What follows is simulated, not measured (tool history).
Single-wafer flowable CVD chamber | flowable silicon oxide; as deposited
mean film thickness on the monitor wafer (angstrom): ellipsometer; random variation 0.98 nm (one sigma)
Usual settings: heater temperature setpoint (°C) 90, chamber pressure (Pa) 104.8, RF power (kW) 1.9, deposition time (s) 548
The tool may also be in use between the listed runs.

| run | hour | heater temperature setpoint (°C) | chamber pressure (Pa) | RF power (kW) | deposition time (s) | read-back reference wafer on the same gauge, thickness_nm | mean film thickness on the monitor wafer (angstrom) |
|---|---|---|---|---|---|---|---|
| 1 | 0 | 90 | 84.9 | 1.9 | 548 | 373.583 | 3035.27 |
| 2 | 8.1 | 90 | 84.9 | 1.9 | 548 | 373.017 | 3052.98 |
| 3 | 15.8 | 90 | 84.9 | 1.9 | 548 | 372.949 | 3045.18 |
| 4 | 33.1 | 90 | 104.8 | 1.9 | 548 | 372.775 | 3759.23 |
|  | 50.9 | showerhead replaced |
|  | 58.6 | thermocouple changed; heater temperature recalibrated |
|  | 59.8 | capacitance manometer re-zeroed and calibrated |
| 5 | 60.3 | 90 | 104.8 | 1.9 | 548 | 372.97 | 3522.81 |
| 6 | 60.8 | 90 | 104.8 | 1.9 | 548 | 372.684 | 3507.44 |
| 7 | 65.2 | 90 | 104.8 | 1.9 | 548 | 373.213 | 3508.52 |
| 8 | 72.3 | 90 | 104.8 | 1.9 | 548 | 372.956 | 3504.77 |
| 9 | 88.8 | 90 | 104.8 | 1.9 | 548 | 372.911 | 3500.09 |
|  | 91.5 | gauge calibrated |
| 10 | 102.3 | 90 | 104.8 | 1.9 | 494 | 372.847 | 3170.64 |
|  | 117.5 | thermocouple changed; heater temperature recalibrated, repeated, since the last time left the tool worse |
| 11 | 118 | 90 | 104.8 | 1.9 | 548 | 373.058 | 4038.46 |
| 12 | 126.2 | 90 | 104.8 | 1.9 | 596 | 373.093 | 4388.73 |
| 13 | 140.1 | 90 | 84.9 | 1.9 | 548 | 372.726 | 3261 |
|  | 159.6 | RF generator calibrated |
| 14 | 160.1 | 90 | 104.8 | 1.9 | 491 | 372.916 | 3605.23 |
| 15 | 162.9 | 80 | 104.8 | 1.9 | 609 | 372.93 | 5837.86 |
| 16 | 169.4 | 101 | 104.8 | 1.76 | 548 | 372.955 | 2820.62 |
| 17 | 182.8 | 90 | 104.8 | 1.9 | 548 | 372.879 | 4013.88 |
| 18 | 193.4 | 104 | 119.9 | 1.705 | 482 | 372.888 | 2532.54 |
| 19 | 199.8 | 90 | 86.5 | 1.75 | 548 | 372.836 | 3194.73 |
| 20 | 216.1 | 90 | 97.1 | 1.9 | 548 | 372.592 | 3715.41 |
| 21 | 246.6 | 75 | 117.6 | 1.9 | 548 | 372.969 | 6574.72 |
| 22 | 258.9 | 90 | 104.8 | 1.9 | 548 | 372.918 | 3999.09 |
| 23 | 276.5 | 90 | 104.8 | 1.9 | 548 | 372.959 | 3994.11 |
| 24 | 287.1 | 90 | 130.4 | 1.9 | 548 | 373.082 | 4957.26 |
| 25 | 297.5 | 90 | 104.8 | 1.9 | 638 | 373.475 | 4637.42 |

Forecast run 26:
| 26 | 313.5 | 90 | 104.8 | 2.025 | 548 | ? | ? |

{"run 26": {"read-back reference wafer on the same gauge, thickness_nm": 372.457, "mean film thickness on the monitor wafer (angstrom)": 4068.71}}
Without the tool's hidden state the same run would have given mean film thickness on the monitor wafer (angstrom) 4116.63.
